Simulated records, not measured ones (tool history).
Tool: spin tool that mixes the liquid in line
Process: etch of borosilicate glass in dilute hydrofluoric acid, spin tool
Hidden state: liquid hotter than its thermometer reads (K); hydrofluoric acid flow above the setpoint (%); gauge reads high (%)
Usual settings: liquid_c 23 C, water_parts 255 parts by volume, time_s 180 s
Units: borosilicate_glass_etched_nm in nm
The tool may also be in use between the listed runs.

run    hour  liquid_c  water_parts  time_s  wafers since the last listed run  hours since the thermometer was replaced  hours since the hydrofluoric acid flow meter was replaced  hours since the gauge calibration  read-back film thickness of the borosilicate glass reference wafer, read on the same gauge (nm)  borosilicate_glass_etched_nm
  1       0        23          200     180                                 0                                     899.7                                                       54.6                              767.2                                                                                           149.98                         15.72
  2    34.6        23          200     180                               320                                     934.3                                                       89.2                              801.8                                                                                           149.97                         15.77
  3      61        23          200     180                               244                                     960.7                                                      115.6                              828.2                                                                                           150.01                         15.66
  4    88.5        23          255     180                               254                                     988.2                                                      143.1                              855.7                                                                                           150.04                         11.77
  5   247.4        23          255     180                              1470                                    1147.1                                                        302                             1014.6                                                                                           149.98                         11.86
  6   279.2        23          255     180                               294                                    1178.9                                                      333.8                             1046.4                                                                                           149.97                         11.67
  7   349.8        23          255     180                               653                                    1249.5                                                      404.4                               1117                                                                                           150.01                         11.75
  8   410.3        23          255     180                               559                                      1310                                                      464.9                             1177.5                                                                                           150.02                         11.78
  9   478.8        23          255     180                               633                                    1378.5                                                      533.4                               1246                                                                                           150.02                         11.76
      505.4  -- hydrofluoric acid flow meter replaced
 10   544.8        23          255     180                               601                                    1444.5                                                       39.4                               1312                                                                                           149.98                         11.74
      567.7  -- thermometer replaced
 11   578.9        23          255     210                               306                                      11.2                                                       73.5                             1346.1                                                                                           149.97                         13.15
 12   619.9        23          255     210                               379                                      52.2                                                      114.5                             1387.1                                                                                           150.01                         13.23
 13   670.1        23          310     180                               464                                     102.4                                                      164.7                             1437.3                                                                                           150.02                          8.85
 14   737.1        23          310     180                               620                                     169.4                                                      231.7                             1504.3                                                                                           149.98                          8.89
 15   791.5      20.5          160     215                               503                                     223.8                                                      286.1                             1558.7                                                                                           150.01                         21.88
 16   841.4        23          315     180                               461                                     273.7                                                        336                             1608.6                                                                                           149.99                           8.7
      851.9  -- gauge calibrated
 17   996.8        23          255      75                              1438                                     429.1                                                      491.4                              144.9                                                                                           149.97                          4.81
 18  1056.8      25.5          160     225                               555                                     489.1                                                      551.4                              204.9                                                                                           150.01                         27.65
     1064.5  -- hydrofluoric acid flow meter replaced
 19  1091.7        23          255     180                               313                                       524                                                       27.2                              239.8                                                                                           149.97                         11.48
 20  1141.5        23          255     180                               460                                     573.8                                                         77                              289.6                                                                                           150.05                         11.42
 21  1210.4        23          385     260                               637                                     642.7                                                      145.9                              358.5                                                                                              150                          9.71
 22  1244.9        25          335     215                               319                                     677.2                                                      180.4                                393                                                                                           150.02                         10.37
 23  1283.2        23          255     180                               354                                     715.5                                                      218.7                              431.3                                                                                           150.01                         11.46
 24  1352.8        23          255     180                               644                                     785.1                                                      288.3                              500.9                                                                                           149.96                         11.57
 25    1401        28          340     235                               446                                     833.3                                                      336.5                              549.1                                                                                           150.04                         12.38
 26  1440.9      18.5          215     260                               369                                     873.2                                                      376.4                                589                                                                                           149.98                         17.48
 27  1489.3      19.5          145     115                               447                                     921.6                                                      424.8                              637.4                                                                                           150.04                         12.61
 28  1534.2        23          255      80                               415                                     966.5                                                      469.7                              682.3                                                                                           149.98                          5.11
     1597.4  -- hydrofluoric acid flow meter replaced
 29  1604.2        26          255     260                               638                                    1036.5                                                        6.8                              752.3                                                                                           150.01                         18.68
 30  1646.6      21.5          255     180                               392                                    1078.9                                                       49.2                              794.7                                                                                           150.05                         11.16
 31  1710.2      27.5          290     250                               588                                    1142.5                                                      112.8                              858.3                                                                                           150.02                         15.79
 32    1748        23          305     245                               349                                    1180.3                                                      150.6                              896.1                                                                                           150.01                         12.66
 33  1812.2        23          255     135                               594                                    1244.5                                                      214.8                              960.3                                                                                              150                          8.72

4 ways to go on from here, each from the tool as it stands after run 33. What would each give?
  A  1812.7        23          255     180                                 4                                      1245                                                      215.3                              960.8                                                                                                ?                             ?
  B  1812.7      19.5          195     180                                 4                                      1245                                                      215.3                              960.8                                                                                                ?                             ?
  C  1812.7      25.5          320     135                                 4                                      1245                                                      215.3                              960.8                                                                                                ?                             ?
  D  1812.7        23          195     180                                 4                                      1245                                                      215.3                              960.8                                                                                                ?                             ?

run  read-back film thickness of the borosilicate glass reference wafer, read on the same gauge (nm)  borosilicate_glass_etched_nm
  A                                                                                           149.99                         11.66
  B                                                                                           149.99                         14.21
  C                                                                                           149.99                          7.12
  D                                                                                           149.99                         16.23
Without the tool's hidden state the same runs would have given:
run  borosilicate_glass_etched_nm
  A                         11.36
  B                         13.82
  C                          6.95
  D                          15.8
